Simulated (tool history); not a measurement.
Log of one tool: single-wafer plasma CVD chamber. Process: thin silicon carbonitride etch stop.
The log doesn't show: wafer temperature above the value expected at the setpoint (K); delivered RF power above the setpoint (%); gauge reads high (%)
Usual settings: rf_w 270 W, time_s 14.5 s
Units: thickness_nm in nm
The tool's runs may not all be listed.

| run | day | rf_w | time_s | wafers since the last listed run | hours since the last thermocouple change | hours since the last RF generator calibration | hours since the showerhead was replaced | hours since the gauge calibration | read-back reference wafer on the same gauge, thickness_nm | thickness_nm |
|---|---|---|---|---|---|---|---|---|---|---|
| 1 | 0 | 270 | 14.5 | 0 | 2108.3 | 960.1 | 4599.2 | 552.5 | 8.623 | 9.35 |
| 2 | 4 | 270 | 14.5 | 3732 | 2204.3 | 1056.1 | 4695.2 | 648.5 | 8.639 | 9.385 |
| 3 | 5.729 | 270 | 14.5 | 1613 | 2245.8 | 1097.6 | 4736.7 | 690 | 8.637 | 9.399 |
| 4 | 17.571 | 270 | 14.5 | 11049 | 2530 | 1381.8 | 5020.9 | 974.2 | 8.672 | 9.414 |
| 5 | 21.392 | 270 | 14.5 | 3565 | 2621.7 | 1473.5 | 5112.6 | 1065.9 | 8.67 | 9.418 |
|  | 23.262 | thermocouple changed; heater temperature recalibrated |
| 6 | 23.283 | 270 | 14.5 | 1454 | 0.5 | 1518.9 | 5158 | 1111.3 | 8.676 | 9.403 |
|  | 24.508 | gauge calibrated |
| 7 | 26.312 | 305 | 14.5 | 2826 | 73.2 | 1591.6 | 5230.7 | 43.3 | 8.455 | 9.502 |
| 8 | 29.871 | 270 | 12.8 | 3320 | 158.6 | 1677 | 5316.1 | 128.7 | 8.493 | 8.179 |
| 9 | 32.5 | 325 | 12.6 | 2453 | 221.7 | 1740.1 | 5379.2 | 191.8 | 8.524 | 8.445 |
| 10 | 34.033 | 270 | 14.5 | 1430 | 258.5 | 1776.9 | 5416 | 228.6 | 8.545 | 9.311 |
|  | 34.942 | RF generator calibrated |
|  | 37.867 | showerhead replaced |
| 11 | 38.246 | 240 | 14.5 | 3308 | 359.6 | 79.3 | 9.1 | 329.7 | 8.563 | 8.994 |
| 12 | 41.892 | 270 | 13.1 | 3401 | 447.1 | 166.8 | 96.6 | 417.2 | 8.592 | 8.514 |
| 13 | 44.45 | 310 | 12.8 | 2387 | 508.5 | 228.2 | 158 | 478.6 | 8.614 | 8.497 |
| 14 | 46.662 | 315 | 15.6 | 2064 | 561.6 | 281.3 | 211.1 | 531.7 | 8.616 | 10.513 |
| 15 | 48.821 | 290 | 14.5 | 2013 | 613.4 | 333.1 | 262.9 | 583.5 | 8.624 | 9.561 |

Hidden state at the last listed run before each entry between runs and at the first one after, where it differs:
Between runs 5 and 6: thermocouple changed; heater temperature recalibrated (day 23.262)
  gauge reads high (%): 2.59 -> 2.61
  measured less the result without the state, thickness_nm: +0.238 -> +0.239 nm
Between runs 6 and 7: gauge calibrated (day 24.508)
  gauge reads high (%): 2.61 -> -0.0109
  measured less the result without the state, thickness_nm: +0.239 -> -0.001 nm
Between runs 10 and 11: RF generator calibrated (day 34.942); showerhead replaced (day 37.867)
  gauge reads high (%): 1.05 -> 1.43
  measured less the result without the state, thickness_nm: +0.097 -> +0.127 nm
